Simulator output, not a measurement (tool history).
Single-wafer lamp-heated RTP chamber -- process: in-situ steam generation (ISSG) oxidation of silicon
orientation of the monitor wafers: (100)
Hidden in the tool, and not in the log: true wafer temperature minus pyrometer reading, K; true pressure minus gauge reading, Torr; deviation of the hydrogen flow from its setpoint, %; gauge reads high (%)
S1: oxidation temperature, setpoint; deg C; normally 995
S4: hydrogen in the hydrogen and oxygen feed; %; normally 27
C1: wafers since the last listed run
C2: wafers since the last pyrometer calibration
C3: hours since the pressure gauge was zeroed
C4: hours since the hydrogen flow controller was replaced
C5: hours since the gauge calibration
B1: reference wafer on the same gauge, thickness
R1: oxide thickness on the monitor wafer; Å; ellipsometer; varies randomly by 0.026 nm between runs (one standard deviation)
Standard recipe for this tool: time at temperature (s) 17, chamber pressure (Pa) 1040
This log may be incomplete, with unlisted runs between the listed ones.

run 1 hour=0.0 | S1=995 time_at_temperature_(s)=17 chamber_pressure_(Pa)=1040 S4=27 | C1=0 C2=2986 C3=4423.7 C4=5728.4 C5=79.2 | B1=5.761 | R1=51.88
run 2 hour=20.8 | S1=995 time_at_temperature_(s)=17 chamber_pressure_(Pa)=1040 S4=27 | C1=252 C2=3239 C3=4444.5 C4=5749.2 C5=100.0 | B1=5.775 | R1=51.54
run 3 hour=51.4 | S1=995 time_at_temperature_(s)=17 chamber_pressure_(Pa)=1040 S4=27 | C1=371 C2=3610 C3=4475.1 C4=5779.8 C5=130.6 | B1=5.782 | R1=51.49
run 4 hour=81.8 | S1=995 time_at_temperature_(s)=17 chamber_pressure_(Pa)=1040 S4=27 | C1=369 C2=3979 C3=4505.5 C4=5810.2 C5=161.0 | B1=5.767 | R1=51.51
run 5 hour=156.1 | S1=995 time_at_temperature_(s)=17 chamber_pressure_(Pa)=1040 S4=27 | C1=902 C2=4882 C3=4579.8 C4=5884.5 C5=235.3 | B1=5.760 | R1=52.11
run 6 hour=251.3 | S1=995 time_at_temperature_(s)=17 chamber_pressure_(Pa)=1040 S4=27 | C1=1155 C2=6037 C3=4675.0 C4=5979.7 C5=330.5 | B1=5.763 | R1=52.39
run 7 hour=278.0 | S1=995 time_at_temperature_(s)=17 chamber_pressure_(Pa)=1040 S4=27 | C1=324 C2=6361 C3=4701.7 C4=6006.4 C5=357.2 | B1=5.760 | R1=52.63
run 8 hour=304.3 | S1=995 time_at_temperature_(s)=17 chamber_pressure_(Pa)=1040 S4=27 | C1=319 C2=6681 C3=4728.0 C4=6032.7 C5=383.5 | B1=5.759 | R1=52.28
run 9 hour=337.9 | S1=991 time_at_temperature_(s)=17 chamber_pressure_(Pa)=1040 S4=27 | C1=407 C2=7089 C3=4761.6 C4=6066.3 C5=417.1 | B1=5.767 | R1=52.58
run 10 hour=359.1 | S1=995 time_at_temperature_(s)=17 chamber_pressure_(Pa)=1040 S4=27 | C1=257 C2=7346 C3=4782.8 C4=6087.5 C5=438.3 | B1=5.770 | R1=52.38
run 11 hour=387.0 | S1=995 time_at_temperature_(s)=19 chamber_pressure_(Pa)=1040 S4=27 | C1=338 C2=7685 C3=4810.7 C4=6115.4 C5=466.2 | B1=5.767 | R1=55.69

For run 12, what comes out?
-- hour=415.2 pressure gauge zeroed
run 12 hour=419.0 | S1=995 time_at_temperature_(s)=21 chamber_pressure_(Pa)=1040 S4=27 | C1=291 C2=7976 C3=3.8 C4=6147.4 C5=498.2 | B1=? | R1=?

B1: 5.766
R1: 58.35 Å
If the tool had no hidden condition, the same run with the same run-to-run variation would have returned R1 56.18 Å.

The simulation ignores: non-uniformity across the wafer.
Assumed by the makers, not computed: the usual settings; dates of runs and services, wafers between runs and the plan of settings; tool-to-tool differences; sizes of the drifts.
